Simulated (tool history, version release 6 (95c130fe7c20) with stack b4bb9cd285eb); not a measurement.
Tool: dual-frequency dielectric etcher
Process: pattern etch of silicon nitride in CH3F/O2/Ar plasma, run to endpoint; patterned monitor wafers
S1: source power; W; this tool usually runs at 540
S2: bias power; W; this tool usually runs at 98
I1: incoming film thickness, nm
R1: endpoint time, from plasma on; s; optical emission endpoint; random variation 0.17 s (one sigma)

Run 1, day 0.000: usual settings; I1 29.87. Result: R1 34.8 s.
Run 2, day 3.417: usual settings; I1 29.73. Result: R1 34.4 s.
At day 4.888: wet clean of the chamber.
Run 3, day 7.596: usual settings; I1 30.03. Result: R1 36.6 s.
Run 4, day 11.046: usual settings; I1 29.56. Result: R1 36.2 s.
At day 12.312: bias power generator calibrated.
Run 5, day 14.158: usual settings; I1 29.73. Result: R1 35.9 s.
Run 6, day 16.317: usual settings; I1 29.45. Result: R1 35.3 s.
Run 7, day 19.817: usual settings but S1 630 W; I1 30.00. Result: R1 34.2 s.
Run 8, day 21.696: usual settings but S2 86 W; I1 29.85. Result: R1 36.3 s.
Run 9, day 25.029: usual settings but S2 86 W; I1 30.04. Result: R1 36.9 s.
Run 10, day 26.808: usual settings; I1 29.56. Result: R1 34.7 s.
At day 29.117: wet clean of the chamber.
Run 11, day 29.775: usual settings; I1 30.16. Result: R1 37.1 s.
At day 34.971: upper electrode replaced.
Run 12, day 34.992: usual settings; I1 29.48. Result: R1 36.0 s.
Run 13, day 36.479: usual settings but S2 88 W; I1 29.91. Result: R1 37.3 s.
Run 14, day 38.283: usual settings; I1 30.04. Result: R1 36.2 s.
Run 15, day 40.629: usual settings; I1 29.65. Result: R1 35.6 s.
Run 16, day 44.358: usual settings but S1 500 W; I1 29.68. Result: R1 35.9 s.
Run 17, day 47.412: usual settings but S1 420 W, S2 118 W; I1 29.66. Result: R1 35.1 s.
At day 49.279: source power generator calibrated.
Run 18, day 51.033: usual settings but S2 80 W; I1 29.77. Result: R1 37.1 s.
Run 19, day 54.367: usual settings but S1 420 W, S2 118 W; I1 29.94. Result: R1 35.0 s.
At day 56.562: wet clean of the chamber.
Run 20, day 58.746: usual settings but S1 500 W, S2 79 W; I1 29.85. Result: R1 39.1 s.
Run 21, day 61.204: usual settings but S1 490 W, S2 79 W; I1 29.71. Result: R1 38.9 s.
Run 22, day 64.379: usual settings but S1 430 W, S2 114 W; I1 29.71. Result: R1 35.5 s.
Run 23, day 66.733: usual settings but S1 430 W, S2 86 W; I1 29.91. Result: R1 38.7 s.
Run 24, day 71.129: usual settings; I1 29.72. Result: R1 35.0 s.
Run 25, day 73.633: usual settings but S1 600 W, S2 119 W; I1 29.86. Result: R1 32.2 s.
At day 76.550: bias power generator calibrated.
Run 26, day 77.654: usual settings but S1 410 W; I1 29.65. Result: R1 36.4 s.
Run 27, day 81.929: usual settings but S2 79 W; I1 29.51. Result: R1 36.2 s.
At day 84.021: wet clean of the chamber.
Run 28, day 85.638: usual settings but S1 590 W, S2 80 W; I1 30.02. Result: R1 38.4 s.
Run 29, day 90.096: usual settings but S2 87 W; I1 29.54. Result: R1 37.1 s.

Forecast run 30:
Run 30, day 92.112: usual settings but S1 450 W, S2 119 W; I1 29.71. Result: R1 ?.

{"run 30": {"R1": 35.2}}
Had the tool carried no hidden state, the very same run would have given R1 35.9 s.
